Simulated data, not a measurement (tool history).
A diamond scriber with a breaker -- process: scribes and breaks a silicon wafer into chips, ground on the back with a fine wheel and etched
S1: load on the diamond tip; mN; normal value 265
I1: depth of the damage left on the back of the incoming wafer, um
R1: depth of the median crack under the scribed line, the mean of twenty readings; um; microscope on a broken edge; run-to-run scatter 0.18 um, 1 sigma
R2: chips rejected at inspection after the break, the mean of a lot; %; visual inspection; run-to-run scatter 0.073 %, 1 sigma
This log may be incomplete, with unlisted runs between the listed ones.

run,hour,S1,I1,R1,R2
1,0,312,0.52,10.6,2.51
2,53.2,312,0.43,10.39,2.45
3,78.7,312,0.48,10.62,2.31
4,104.4,328,0.69,10.78,3.6
5,146.6,328,0.78,11.05,3.27
6,183.1,328,0.45,10.34,3.13
7,236.6,216,0.53,6.97,13.19
8,299.2,216,0.32,7.08,14.04
9,370.6,265,0.47,8.78,2.74
10,402.3,265,0.68,8.46,2.76
11,450.8,265,0.56,8.55,2.88
12,499,265,0.72,8.56,2.96
13,568.5,265,0.37,8.73,2.81
14,612.6,265,0.7,8.58,3.11
15,640.6,265,0.7,8.46,3.13
# hour 655.9: diamond tip replaced by a new one, of another model than before
16,680.2,265,0.64,9.39,1.62
17,708.7,293,0.59,9.71,1.42
18,735.3,265,0.31,8.8,1.71

Run 19 comes next. What will it give?
19,777.7,313,0.64,?,?

{"run 19": {"R1": 10.14, "R2": 1.62}}
With no hidden state in the tool, this same run would have given R1 10.69 um, R2 2.37 %.
